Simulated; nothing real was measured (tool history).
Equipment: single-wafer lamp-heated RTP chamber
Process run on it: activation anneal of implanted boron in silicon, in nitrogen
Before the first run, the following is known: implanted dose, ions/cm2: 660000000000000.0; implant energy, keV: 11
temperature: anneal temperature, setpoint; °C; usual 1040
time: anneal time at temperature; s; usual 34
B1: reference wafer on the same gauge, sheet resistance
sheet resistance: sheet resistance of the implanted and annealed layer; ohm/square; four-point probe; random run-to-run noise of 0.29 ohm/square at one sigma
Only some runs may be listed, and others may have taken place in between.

{"run": 1, "hour": 0.0, "temperature": 1026, "time": 34, "B1": 193.0, "sheet resistance": 193.72}
{"run": 2, "hour": 14.0, "temperature": 1026, "time": 34, "B1": 193.09, "sheet resistance": 193.55}
{"run": 3, "hour": 25.2, "temperature": 1026, "time": 34, "B1": 193.05, "sheet resistance": 193.71}
{"run": 4, "hour": 38.7, "temperature": 1049, "time": 34, "B1": 193.02, "sheet resistance": 191.05}
{"run": 5, "hour": 51.9, "temperature": 1040, "time": 28, "B1": 193.05, "sheet resistance": 193.11}
{"run": 6, "hour": 59.0, "temperature": 1040, "time": 28, "B1": 193.04, "sheet resistance": 192.64}
{"run": 7, "hour": 76.2, "temperature": 1040, "time": 47, "B1": 193.05, "sheet resistance": 190.39}
{"run": 8, "hour": 91.6, "temperature": 1040, "time": 34, "B1": 192.93, "sheet resistance": 191.85}
{"run": 9, "hour": 108.3, "temperature": 1040, "time": 34, "B1": 193.07, "sheet resistance": 192.38}
{"run": 10, "hour": 125.3, "temperature": 1040, "time": 34, "B1": 193.1, "sheet resistance": 192.2}
{"run": 11, "hour": 142.2, "temperature": 1055, "time": 29, "B1": 192.97, "sheet resistance": 191.01}
{"hour": 155.9, "done": "pyrometer window cleaned and pyrometer calibrated"}
{"run": 12, "hour": 156.4, "temperature": 1055, "time": 29, "B1": 192.92, "sheet resistance": 191.2}
{"run": 13, "hour": 170.7, "temperature": 1040, "time": 34, "B1": 193.04, "sheet resistance": 191.93}
{"run": 14, "hour": 184.4, "temperature": 1040, "time": 50, "B1": 193.0, "sheet resistance": 190.66}
{"hour": 191.6, "done": "gauge calibrated"}
{"run": 15, "hour": 194.9, "temperature": 1040, "time": 23, "B1": 193.0, "sheet resistance": 193.83}
{"run": 16, "hour": 205.0, "temperature": 1028, "time": 17, "B1": 192.97, "sheet resistance": 195.64}
{"run": 17, "hour": 218.0, "temperature": 1011, "time": 26, "B1": 192.98, "sheet resistance": 196.13}
{"run": 18, "hour": 229.9, "temperature": 1040, "time": 44, "B1": 193.12, "sheet resistance": 190.87}
{"run": 19, "hour": 243.0, "temperature": 1040, "time": 34, "B1": 193.07, "sheet resistance": 192.52}
{"run": 20, "hour": 252.6, "temperature": 1040, "time": 34, "B1": 193.03, "sheet resistance": 192.11}
{"run": 21, "hour": 268.8, "temperature": 1019, "time": 19, "B1": 192.96, "sheet resistance": 196.06}
{"run": 22, "hour": 283.2, "temperature": 1027, "time": 27, "B1": 193.01, "sheet resistance": 194.38}
{"hour": 298.4, "done": "reflector plate cleaned"}
{"run": 23, "hour": 298.9, "temperature": 1062, "time": 49, "B1": 193.01, "sheet resistance": 188.43}
{"run": 24, "hour": 309.6, "temperature": 1050, "time": 14, "B1": 193.04, "sheet resistance": 194.17}
{"run": 25, "hour": 326.8, "temperature": 1011, "time": 26, "B1": 193.01, "sheet resistance": 196.83}
{"run": 26, "hour": 339.6, "temperature": 1030, "time": 34, "B1": 192.95, "sheet resistance": 193.52}
{"run": 27, "hour": 354.3, "temperature": 1040, "time": 45, "B1": 192.96, "sheet resistance": 191.51}
{"run": 28, "hour": 362.3, "temperature": 1040, "time": 27, "B1": 193.11, "sheet resistance": 192.26}
{"run": 29, "hour": 373.2, "temperature": 1040, "time": 34, "B1": 193.17, "sheet resistance": 191.75}
{"run": 30, "hour": 382.8, "temperature": 1040, "time": 34, "B1": 192.88, "sheet resistance": 192.58}

Here are 4 independent what-if runs from the current tool condition. What would each one return?
{"run": "A", "hour": 383.2, "temperature": 1040, "time": 34, "B1": "?", "sheet resistance": "?"}
{"run": "B", "hour": 383.2, "temperature": 1019, "time": 42, "B1": "?", "sheet resistance": "?"}
{"run": "C", "hour": 383.2, "temperature": 1012, "time": 34, "B1": "?", "sheet resistance": "?"}
{"run": "D", "hour": 383.2, "temperature": 1062, "time": 21, "B1": "?", "sheet resistance": "?"}

run=A B1=192.94 sheet_resistance=192.04
run=B B1=192.94 sheet_resistance=193.68
run=C B1=192.94 sheet_resistance=195.29
run=D B1=192.94 sheet_resistance=192.06
Without the tool's unlogged condition, the same runs would have read:
run=A sheet_resistance=192.04
run=B sheet_resistance=193.68
run=C sheet_resistance=195.29
run=D sheet_resistance=192.06
